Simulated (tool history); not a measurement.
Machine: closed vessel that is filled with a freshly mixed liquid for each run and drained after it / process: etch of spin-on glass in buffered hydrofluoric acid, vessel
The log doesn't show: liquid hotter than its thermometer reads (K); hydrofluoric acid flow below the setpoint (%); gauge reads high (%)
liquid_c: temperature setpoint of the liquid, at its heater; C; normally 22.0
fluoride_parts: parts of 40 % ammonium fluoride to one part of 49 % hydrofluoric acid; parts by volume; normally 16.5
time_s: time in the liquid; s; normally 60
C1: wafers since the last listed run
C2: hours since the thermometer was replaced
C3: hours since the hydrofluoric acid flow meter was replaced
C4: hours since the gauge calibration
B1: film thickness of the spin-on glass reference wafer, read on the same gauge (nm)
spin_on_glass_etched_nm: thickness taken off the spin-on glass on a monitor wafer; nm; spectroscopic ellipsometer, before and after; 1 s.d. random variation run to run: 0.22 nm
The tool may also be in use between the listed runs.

{"run": 1, "hour": 0.0, "liquid_c": 22.0, "fluoride_parts": 14.5, "time_s": 60, "C1": 0, "C2": 399.5, "C3": 1890.4, "C4": 205.9, "B1": 110.98, "spin_on_glass_etched_nm": 82.26}
{"run": 2, "hour": 34.7, "liquid_c": 18.5, "fluoride_parts": 16.5, "time_s": 60, "C1": 2521, "C2": 434.2, "C3": 1925.1, "C4": 240.6, "B1": 111.18, "spin_on_glass_etched_nm": 59.33}
{"run": 3, "hour": 101.6, "liquid_c": 18.5, "fluoride_parts": 16.5, "time_s": 60, "C1": 4860, "C2": 501.1, "C3": 1992.0, "C4": 307.5, "B1": 111.46, "spin_on_glass_etched_nm": 59.99}
{"run": 4, "hour": 133.9, "liquid_c": 23.0, "fluoride_parts": 16.5, "time_s": 60, "C1": 2346, "C2": 533.4, "C3": 2024.3, "C4": 339.8, "B1": 111.6, "spin_on_glass_etched_nm": 76.34}
{"run": 5, "hour": 190.3, "liquid_c": 23.0, "fluoride_parts": 16.5, "time_s": 60, "C1": 4097, "C2": 589.8, "C3": 2080.7, "C4": 396.2, "B1": 111.86, "spin_on_glass_etched_nm": 76.71}
{"run": 6, "hour": 248.4, "liquid_c": 23.0, "fluoride_parts": 16.5, "time_s": 60, "C1": 4221, "C2": 647.9, "C3": 2138.8, "C4": 454.3, "B1": 112.13, "spin_on_glass_etched_nm": 76.69}
{"run": 7, "hour": 283.9, "liquid_c": 22.0, "fluoride_parts": 16.5, "time_s": 60, "C1": 2579, "C2": 683.4, "C3": 2174.3, "C4": 489.8, "B1": 112.26, "spin_on_glass_etched_nm": 73.01}
{"hour": 285.6, "done": "hydrofluoric acid flow meter replaced"}
{"run": 8, "hour": 342.8, "liquid_c": 22.0, "fluoride_parts": 16.5, "time_s": 60, "C1": 4206, "C2": 742.3, "C3": 57.2, "C4": 548.7, "B1": 112.51, "spin_on_glass_etched_nm": 72.81}
{"run": 9, "hour": 390.6, "liquid_c": 22.0, "fluoride_parts": 16.5, "time_s": 30, "C1": 3472, "C2": 790.1, "C3": 105.0, "C4": 596.5, "B1": 112.72, "spin_on_glass_etched_nm": 36.66}
{"hour": 452.0, "done": "thermometer replaced"}
{"run": 10, "hour": 494.8, "liquid_c": 25.5, "fluoride_parts": 16.5, "time_s": 70, "C1": 7497, "C2": 42.8, "C3": 209.2, "C4": 700.7, "B1": 113.19, "spin_on_glass_etched_nm": 103.98}
{"hour": 531.7, "done": "gauge calibrated"}
{"run": 11, "hour": 554.0, "liquid_c": 17.0, "fluoride_parts": 20.5, "time_s": 80, "C1": 4301, "C2": 102.0, "C3": 268.4, "C4": 22.3, "B1": 109.88, "spin_on_glass_etched_nm": 58.49}
{"run": 12, "hour": 600.0, "liquid_c": 22.0, "fluoride_parts": 16.5, "time_s": 70, "C1": 3341, "C2": 148.0, "C3": 314.4, "C4": 68.3, "B1": 110.1, "spin_on_glass_etched_nm": 83.44}
{"run": 13, "hour": 639.8, "liquid_c": 22.0, "fluoride_parts": 19.0, "time_s": 60, "C1": 2891, "C2": 187.8, "C3": 354.2, "C4": 108.1, "B1": 110.27, "spin_on_glass_etched_nm": 62.27}
{"run": 14, "hour": 690.5, "liquid_c": 22.0, "fluoride_parts": 16.5, "time_s": 60, "C1": 3683, "C2": 238.5, "C3": 404.9, "C4": 158.8, "B1": 110.5, "spin_on_glass_etched_nm": 71.73}
{"run": 15, "hour": 748.2, "liquid_c": 22.0, "fluoride_parts": 20.0, "time_s": 40, "C1": 4192, "C2": 296.2, "C3": 462.6, "C4": 216.5, "B1": 110.72, "spin_on_glass_etched_nm": 39.89}
{"run": 16, "hour": 777.0, "liquid_c": 24.5, "fluoride_parts": 19.0, "time_s": 85, "C1": 2092, "C2": 325.0, "C3": 491.4, "C4": 245.3, "B1": 110.87, "spin_on_glass_etched_nm": 102.38}

What the log doesn't show, run by run:
liquid hotter than its thermometer reads (K): 0 across all the runs
hydrofluoric acid flow below the setpoint (%): 0 across all the runs
H1: gauge reads high (%)
run=1 H1=0.923
run=2 H1=1.06
run=3 H1=1.33
run=4 H1=1.46
run=5 H1=1.68
run=6 H1=1.92
run=7 H1=2.06
run=8 H1=2.29
run=9 H1=2.49
run=10 H1=2.9
run=11 H1=-0.0975
run=12 H1=0.0865
run=13 H1=0.246
run=14 H1=0.449
run=15 H1=0.679
run=16 H1=0.795
